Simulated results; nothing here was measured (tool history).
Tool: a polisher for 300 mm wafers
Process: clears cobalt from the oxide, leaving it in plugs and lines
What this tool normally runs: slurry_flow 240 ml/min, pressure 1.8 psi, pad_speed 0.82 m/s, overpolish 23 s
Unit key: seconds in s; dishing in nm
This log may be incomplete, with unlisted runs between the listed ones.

run     day  slurry_flow  pressure  pad_speed  overpolish  wafers since the last listed run  wafers polished on this pad  hours since the slurry nozzle was cleaned  hours since the head pressure was calibrated  incoming thickness of the incoming film, nm  seconds  dishing
  1   0.000          240       1.8       0.82          23                                 0                          814                                      157.4                                         203.0                                        279.3     61.6     50.3
  2   1.038          240       1.8       0.82          23                               223                         1037                                      182.3                                         227.9                                        279.9     61.8     50.8
      1.233  -- worn pad replaced by a new one
      2.196  -- slurry nozzle cleaned
  3   2.217          240       1.8       0.82          23                               208                          202                                        0.5                                         256.2                                        277.1     62.3     50.6
  4   2.862          240       1.8       0.82          23                               138                          341                                       16.0                                         271.7                                        282.9     63.1     49.1
  5   3.579          240       1.8       0.82          23                               154                          495                                       33.2                                         288.9                                        283.6     62.7     50.2
  6   4.271          240       1.8       0.82          20                               148                          644                                       49.8                                         305.5                                        282.2     61.5     48.1
  7   4.821          240       1.8       0.82          20                               118                          763                                       63.0                                         318.7                                        280.7     61.4     47.7
  8   5.654          240       1.8       0.82          23                               179                          942                                       83.0                                         338.7                                        280.0     62.4     51.4
      6.950  -- worn pad replaced by a new one
  9   6.971          240       1.8       0.82          23                               247                            4                                      114.6                                         370.3                                        284.9     63.5     51.7
 10   8.225          210       1.8       1.04          23                               269                          274                                      144.7                                         400.4                                        281.8     49.2     56.7
 11   9.042          200       2.0       0.82          23                               175                          450                                      164.3                                         420.0                                        280.6     58.6     52.5
 12  10.267          240       1.8       0.82          31                               263                          713                                      193.7                                         449.4                                        276.2     61.0     56.7
 13  11.496          240       1.8       0.92          15                               264                          978                                      223.2                                         478.9                                        283.7     55.2     43.7
     11.975  -- slurry nozzle cleaned
     12.233  -- head pressure recalibrated
     12.704  -- worn pad replaced by a new one
 14  12.933          240       1.8       0.82          23                               246                           49                                       23.0                                          16.8                                        283.1     62.5     50.6
 15  15.075          320       2.2       0.82          23                               460                          510                                       74.4                                          68.2                                        282.0     52.1     53.5
 16  16.129          240       1.8       0.82          36                               226                          737                                       99.7                                          93.5                                        283.7     62.8     59.5
 17  17.050          240       1.8       0.82          36                               198                          935                                      121.8                                         115.6                                        278.6     61.8     59.4

The next listed run, before its measurement:
 18  17.588          240       1.8       0.82          23                               115                         1050                                      134.7                                         128.5                                        277.0        ?        ?

Run 18 came out at seconds 61.1 s, dishing 51.0 nm.
Take away the tool's hidden state, keep the run-to-run variation as it was, and the same run would have given seconds 61.1 s, dishing 51.0 nm.
